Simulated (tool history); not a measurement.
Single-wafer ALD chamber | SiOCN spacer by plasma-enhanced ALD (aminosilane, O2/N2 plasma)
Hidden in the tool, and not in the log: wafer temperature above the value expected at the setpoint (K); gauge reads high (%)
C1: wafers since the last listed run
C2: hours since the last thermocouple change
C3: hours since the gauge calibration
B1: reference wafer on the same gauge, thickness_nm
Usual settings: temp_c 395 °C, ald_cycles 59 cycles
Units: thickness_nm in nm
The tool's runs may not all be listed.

Run 1, hour 0: usual settings but temp_c 388 °C, ald_cycles 54 cycles; C1 0; C2 1245.7; C3 1547.7; B1 2.856. Result: thickness_nm 3.1 nm.
Run 2, hour 75.7: usual settings but temp_c 388 °C, ald_cycles 54 cycles; C1 287; C2 1321.4; C3 1623.4; B1 2.854. Result: thickness_nm 3.094 nm.
Run 3, hour 129.3: usual settings but temp_c 388 °C, ald_cycles 54 cycles; C1 203; C2 1375; C3 1677; B1 2.853. Result: thickness_nm 3.081 nm.
Run 4, hour 409.6: usual settings but ald_cycles 63 cycles; C1 1065; C2 1655.3; C3 1957.3; B1 2.848. Result: thickness_nm 3.582 nm.
Run 5, hour 487.6: usual settings but ald_cycles 63 cycles; C1 296; C2 1733.3; C3 2035.3; B1 2.845. Result: thickness_nm 3.585 nm.
Run 6, hour 534.4: usual settings but ald_cycles 63 cycles; C1 177; C2 1780.1; C3 2082.1; B1 2.845. Result: thickness_nm 3.591 nm.
At hour 661.7: thermocouple changed; heater temperature recalibrated.
Run 7, hour 752: usual settings but temp_c 385 °C; C1 796; C2 90.3; C3 2299.7; B1 2.843. Result: thickness_nm 3.363 nm.
Run 8, hour 827.9: usual settings but temp_c 385 °C; C1 288; C2 166.2; C3 2375.6; B1 2.839. Result: thickness_nm 3.368 nm.
Run 9, hour 897.9: usual settings but temp_c 391 °C; C1 266; C2 236.2; C3 2445.6; B1 2.841. Result: thickness_nm 3.356 nm.
Run 10, hour 987.7: usual settings; C1 341; C2 326; C3 2535.4; B1 2.836. Result: thickness_nm 3.353 nm.
Run 11, hour 1081.2: usual settings; C1 355; C2 419.5; C3 2628.9; B1 2.835. Result: thickness_nm 3.353 nm.
Run 12, hour 1291.8: usual settings; C1 800; C2 630.1; C3 2839.5; B1 2.829. Result: thickness_nm 3.347 nm.
Run 13, hour 1361.1: usual settings but temp_c 400 °C; C1 263; C2 699.4; C3 2908.8; B1 2.831. Result: thickness_nm 3.322 nm.
Run 14, hour 1463.8: usual settings but temp_c 400 °C; C1 390; C2 802.1; C3 3011.5; B1 2.827. Result: thickness_nm 3.329 nm.
Run 15, hour 1533: usual settings but ald_cycles 53 cycles; C1 263; C2 871.3; C3 3080.7; B1 2.823. Result: thickness_nm 3 nm.
Run 16, hour 1596.3: usual settings; C1 240; C2 934.6; C3 3144; B1 2.817. Result: thickness_nm 3.335 nm.
Run 17, hour 1635.9: usual settings; C1 150; C2 974.2; C3 3183.6; B1 2.821. Result: thickness_nm 3.344 nm.
Run 18, hour 1709.1: usual settings; C1 278; C2 1047.4; C3 3256.8; B1 2.818. Result: thickness_nm 3.326 nm.
Run 19, hour 1787.1: usual settings but ald_cycles 70 cycles; C1 296; C2 1125.4; C3 3334.8; B1 2.819. Result: thickness_nm 3.941 nm.
Run 20, hour 1850.1: usual settings; C1 239; C2 1188.4; C3 3397.8; B1 2.815. Result: thickness_nm 3.33 nm.
At hour 1854.7: gauge calibrated.
Run 21, hour 2092.5: usual settings but temp_c 386 °C, ald_cycles 68 cycles; C1 921; C2 1430.8; C3 237.8; B1 2.843. Result: thickness_nm 3.887 nm.
Run 22, hour 2164.2: usual settings but temp_c 405 °C, ald_cycles 49 cycles; C1 272; C2 1502.5; C3 309.5; B1 2.841. Result: thickness_nm 2.768 nm.
Run 23, hour 2232.2: usual settings; C1 258; C2 1570.5; C3 377.5; B1 2.84. Result: thickness_nm 3.361 nm.
Run 24, hour 2404.3: usual settings but temp_c 382 °C, ald_cycles 56 cycles; C1 654; C2 1742.6; C3 549.6; B1 2.843. Result: thickness_nm 3.177 nm.
At hour 2506.9: thermocouple changed; heater temperature recalibrated.
Run 25, hour 2507.4: usual settings but temp_c 404 °C, ald_cycles 66 cycles; C1 361; C2 0.5; C3 652.7; B1 2.845. Result: thickness_nm 3.72 nm.
Run 26, hour 2564.6: usual settings but temp_c 383 °C, ald_cycles 68 cycles; C1 217; C2 57.7; C3 709.9; B1 2.839. Result: thickness_nm 3.879 nm.
Run 27, hour 2667.1: usual settings but temp_c 386 °C, ald_cycles 68 cycles; C1 389; C2 160.2; C3 812.4; B1 2.842. Result: thickness_nm 3.866 nm.
Run 28, hour 2771: usual settings; C1 395; C2 264.1; C3 916.3; B1 2.838. Result: thickness_nm 3.362 nm.
Run 29, hour 3022.8: usual settings but temp_c 387 °C, ald_cycles 66 cycles; C1 957; C2 515.9; C3 1168.1; B1 2.837. Result: thickness_nm 3.755 nm.
Run 30, hour 3105.9: usual settings but temp_c 408 °C, ald_cycles 55 cycles; C1 315; C2 599; C3 1251.2; B1 2.836. Result: thickness_nm 3.062 nm.

Run 31 comes next. What will it give?
Run 31, hour 3242: usual settings; C1 517; C2 735.1; C3 1387.3; B1 ?. Result: thickness_nm ?.

B1: 2.835
thickness_nm: 3.347 nm
Without the tool's hidden state the same run would have given thickness_nm 3.366 nm.
